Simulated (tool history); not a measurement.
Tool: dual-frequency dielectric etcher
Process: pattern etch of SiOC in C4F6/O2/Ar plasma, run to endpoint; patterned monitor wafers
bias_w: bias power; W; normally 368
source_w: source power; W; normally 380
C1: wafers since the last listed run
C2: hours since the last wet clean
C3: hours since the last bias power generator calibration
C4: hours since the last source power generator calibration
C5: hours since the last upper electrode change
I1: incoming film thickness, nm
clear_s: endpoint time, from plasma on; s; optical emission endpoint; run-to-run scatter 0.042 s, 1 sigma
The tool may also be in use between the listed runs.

{"run": 1, "day": 0.0, "bias_w": 368, "source_w": 350, "C1": 0, "C2": 232.4, "C3": 4256.5, "C4": 2641.5, "C5": 4356.0, "I1": 30.28, "clear_s": 13.5}
{"run": 2, "day": 1.108, "bias_w": 368, "source_w": 380, "C1": 532, "C2": 259.0, "C3": 4283.1, "C4": 2668.1, "C5": 4382.6, "I1": 30.12, "clear_s": 12.9}
{"run": 3, "day": 3.7, "bias_w": 368, "source_w": 380, "C1": 1244, "C2": 321.2, "C3": 4345.3, "C4": 2730.3, "C5": 4444.8, "I1": 30.2, "clear_s": 13.0}
{"run": 4, "day": 6.229, "bias_w": 368, "source_w": 380, "C1": 1214, "C2": 381.9, "C3": 4406.0, "C4": 2791.0, "C5": 4505.5, "I1": 30.36, "clear_s": 13.1}
{"day": 8.996, "done": "wet clean of the chamber"}
{"run": 5, "day": 9.017, "bias_w": 368, "source_w": 380, "C1": 858, "C2": 0.5, "C3": 4472.9, "C4": 2857.9, "C5": 4572.4, "I1": 30.09, "clear_s": 12.6}
{"run": 6, "day": 11.575, "bias_w": 368, "source_w": 380, "C1": 1228, "C2": 61.9, "C3": 4534.3, "C4": 2919.3, "C5": 4633.8, "I1": 29.7, "clear_s": 12.5}
{"run": 7, "day": 13.246, "bias_w": 368, "source_w": 380, "C1": 802, "C2": 102.0, "C3": 4574.4, "C4": 2959.4, "C5": 4673.9, "I1": 30.21, "clear_s": 12.8}
{"run": 8, "day": 14.4, "bias_w": 368, "source_w": 380, "C1": 554, "C2": 129.7, "C3": 4602.1, "C4": 2987.1, "C5": 4701.6, "I1": 29.93, "clear_s": 12.6}
{"run": 9, "day": 16.058, "bias_w": 427, "source_w": 380, "C1": 796, "C2": 169.5, "C3": 4641.9, "C4": 3026.9, "C5": 4741.4, "I1": 29.87, "clear_s": 11.8}
{"run": 10, "day": 18.5, "bias_w": 427, "source_w": 380, "C1": 1172, "C2": 228.1, "C3": 4700.5, "C4": 3085.5, "C5": 4800.0, "I1": 30.13, "clear_s": 11.9}
{"day": 19.754, "done": "upper electrode replaced"}
{"run": 11, "day": 21.312, "bias_w": 400, "source_w": 380, "C1": 870, "C2": 295.6, "C3": 4768.0, "C4": 3153.0, "C5": 37.4, "I1": 29.89, "clear_s": 12.3}
{"day": 21.625, "done": "source power generator calibrated"}
{"run": 12, "day": 22.517, "bias_w": 400, "source_w": 380, "C1": 498, "C2": 324.5, "C3": 4796.9, "C4": 21.4, "C5": 66.3, "I1": 30.11, "clear_s": 12.4}
{"day": 23.662, "done": "wet clean of the chamber"}
{"day": 23.783, "done": "bias power generator calibrated"}
{"run": 13, "day": 25.488, "bias_w": 413, "source_w": 380, "C1": 888, "C2": 43.8, "C3": 40.9, "C4": 92.7, "C5": 137.6, "I1": 29.96, "clear_s": 12.0}
{"run": 14, "day": 28.204, "bias_w": 416, "source_w": 440, "C1": 1304, "C2": 109.0, "C3": 106.1, "C4": 157.9, "C5": 202.8, "I1": 30.32, "clear_s": 11.2}
{"run": 15, "day": 30.292, "bias_w": 368, "source_w": 300, "C1": 1002, "C2": 159.1, "C3": 156.2, "C4": 208.0, "C5": 252.9, "I1": 30.33, "clear_s": 14.9}
{"run": 16, "day": 32.471, "bias_w": 316, "source_w": 380, "C1": 1046, "C2": 211.4, "C3": 208.5, "C4": 260.3, "C5": 305.2, "I1": 30.22, "clear_s": 13.9}
{"run": 17, "day": 35.388, "bias_w": 411, "source_w": 290, "C1": 1400, "C2": 281.4, "C3": 278.5, "C4": 330.3, "C5": 375.2, "I1": 30.15, "clear_s": 14.6}
{"run": 18, "day": 36.962, "bias_w": 368, "source_w": 380, "C1": 756, "C2": 319.2, "C3": 316.3, "C4": 368.1, "C5": 413.0, "I1": 29.99, "clear_s": 12.9}
{"day": 38.288, "done": "wet clean of the chamber"}
{"run": 19, "day": 38.358, "bias_w": 368, "source_w": 380, "C1": 190, "C2": 1.7, "C3": 349.8, "C4": 401.6, "C5": 446.5, "I1": 30.23, "clear_s": 12.7}
{"run": 20, "day": 40.829, "bias_w": 368, "source_w": 290, "C1": 1186, "C2": 61.0, "C3": 409.1, "C4": 460.9, "C5": 505.8, "I1": 29.84, "clear_s": 15.0}
{"run": 21, "day": 41.854, "bias_w": 368, "source_w": 340, "C1": 492, "C2": 85.6, "C3": 433.7, "C4": 485.5, "C5": 530.4, "I1": 29.96, "clear_s": 13.5}
{"run": 22, "day": 43.633, "bias_w": 290, "source_w": 320, "C1": 854, "C2": 128.3, "C3": 476.4, "C4": 528.2, "C5": 573.1, "I1": 30.12, "clear_s": 15.9}
{"run": 23, "day": 46.317, "bias_w": 432, "source_w": 460, "C1": 1288, "C2": 192.7, "C3": 540.8, "C4": 592.6, "C5": 637.5, "I1": 30.44, "clear_s": 10.8}
{"run": 24, "day": 47.771, "bias_w": 368, "source_w": 430, "C1": 698, "C2": 227.6, "C3": 575.7, "C4": 627.5, "C5": 672.4, "I1": 30.32, "clear_s": 12.0}
{"run": 25, "day": 49.133, "bias_w": 368, "source_w": 380, "C1": 654, "C2": 260.3, "C3": 608.4, "C4": 660.2, "C5": 705.1, "I1": 29.9, "clear_s": 12.7}

Branching from run 25: 4 alternative next runs. What would each branch give?
{"run": "A", "day": 49.15, "bias_w": 368, "source_w": 380, "C1": 8, "C2": 260.7, "C3": 608.8, "C4": 660.6, "C5": 705.5, "I1": 30.11, "clear_s": "?"}
{"run": "B", "day": 49.15, "bias_w": 320, "source_w": 380, "C1": 8, "C2": 260.7, "C3": 608.8, "C4": 660.6, "C5": 705.5, "I1": 30.11, "clear_s": "?"}
{"run": "C", "day": 49.15, "bias_w": 332, "source_w": 420, "C1": 8, "C2": 260.7, "C3": 608.8, "C4": 660.6, "C5": 705.5, "I1": 30.11, "clear_s": "?"}
{"run": "D", "day": 49.15, "bias_w": 329, "source_w": 290, "C1": 8, "C2": 260.7, "C3": 608.8, "C4": 660.6, "C5": 705.5, "I1": 30.11, "clear_s": "?"}

run=A clear_s=12.8
run=B clear_s=13.7
run=C clear_s=12.7
run=D clear_s=16.2
The same runs, with their run-to-run variation unchanged, on a tool lacking any hidden condition would have given:
run=A clear_s=12.6
run=B clear_s=13.5
run=C clear_s=12.5
run=D clear_s=15.9
